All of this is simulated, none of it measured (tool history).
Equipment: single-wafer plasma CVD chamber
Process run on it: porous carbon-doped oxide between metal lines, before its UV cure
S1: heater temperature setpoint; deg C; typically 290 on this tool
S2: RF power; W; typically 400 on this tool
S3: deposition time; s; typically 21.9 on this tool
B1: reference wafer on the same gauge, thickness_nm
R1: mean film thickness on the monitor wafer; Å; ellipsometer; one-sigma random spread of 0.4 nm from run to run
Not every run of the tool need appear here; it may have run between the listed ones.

Run 1, hour 0: usual settings; B1 106.182. Result: R1 1044.07 Å.
Run 2, hour 49.7: usual settings; B1 106.318. Result: R1 1043.23 Å.
Run 3, hour 62.5: usual settings; B1 106.259. Result: R1 1048.85 Å.
Run 4, hour 79.3: usual settings; B1 106.561. Result: R1 1046.94 Å.
Run 5, hour 91.5: usual settings; B1 106.7. Result: R1 1044.79 Å.
Run 6, hour 121: usual settings; B1 106.738. Result: R1 1044.93 Å.
At hour 150.8: thermocouple changed; heater temperature recalibrated.
Run 7, hour 154.8: usual settings; B1 107.056. Result: R1 1052.37 Å.
Run 8, hour 178.8: usual settings but S2 325 W, S3 24.4 s; B1 106.828. Result: R1 1008.55 Å.
Run 9, hour 209.8: usual settings but S2 445 W, S3 17.6 s; B1 107.005. Result: R1 917.67 Å.
At hour 220.2: gauge calibrated.
Run 10, hour 223.8: usual settings; B1 104.916. Result: R1 1029.02 Å.
At hour 270: showerhead replaced.
Run 11, hour 270.5: usual settings; B1 104.993. Result: R1 1028.11 Å.
Run 12, hour 281: usual settings but S1 277 deg C, S2 420 W, S3 18.6 s; B1 105.114. Result: R1 996.08 Å.
At hour 300.9: RF generator calibrated.
Run 13, hour 301.4: usual settings but S1 279 deg C, S2 335 W; B1 105.074. Result: R1 981.29 Å.
Run 14, hour 387.6: usual settings but S1 294 deg C, S2 370 W, S3 23.6 s; B1 105.511. Result: R1 1029.11 Å.
Run 15, hour 422.9: usual settings but S2 350 W; B1 105.626. Result: R1 945.92 Å.

Below are 5 alternative next runs, each starting from the tool's condition after run 15. Predict each:
Run A, hour 423.3: usual settings; B1 ?. Result: R1 ?.
Run B, hour 423.3: usual settings but S1 284 deg C, S2 345 W, S3 19.5 s; B1 ?. Result: R1 ?.
Run C, hour 423.3: usual settings but S1 295 deg C, S2 445 W, S3 25.6 s; B1 ?. Result: R1 ?.
Run D, hour 423.3: usual settings but S1 283 deg C, S2 365 W, S3 25 s; B1 ?. Result: R1 ?.
Run E, hour 423.3: usual settings but S1 304 deg C, S2 445 W, S3 25 s; B1 ?. Result: R1 ?.

run       B1       R1
  A  105.855  1034.99
  B  105.855   867.89
  C  105.855  1255.57
  D  105.855  1156.17
  E  105.855  1160.55
With the hidden condition removed and each run's random variation left untouched, the same runs would have given:
run       R1
  A  1028.14
  B   862.15
  C  1247.26
  D  1148.52
  E  1152.87
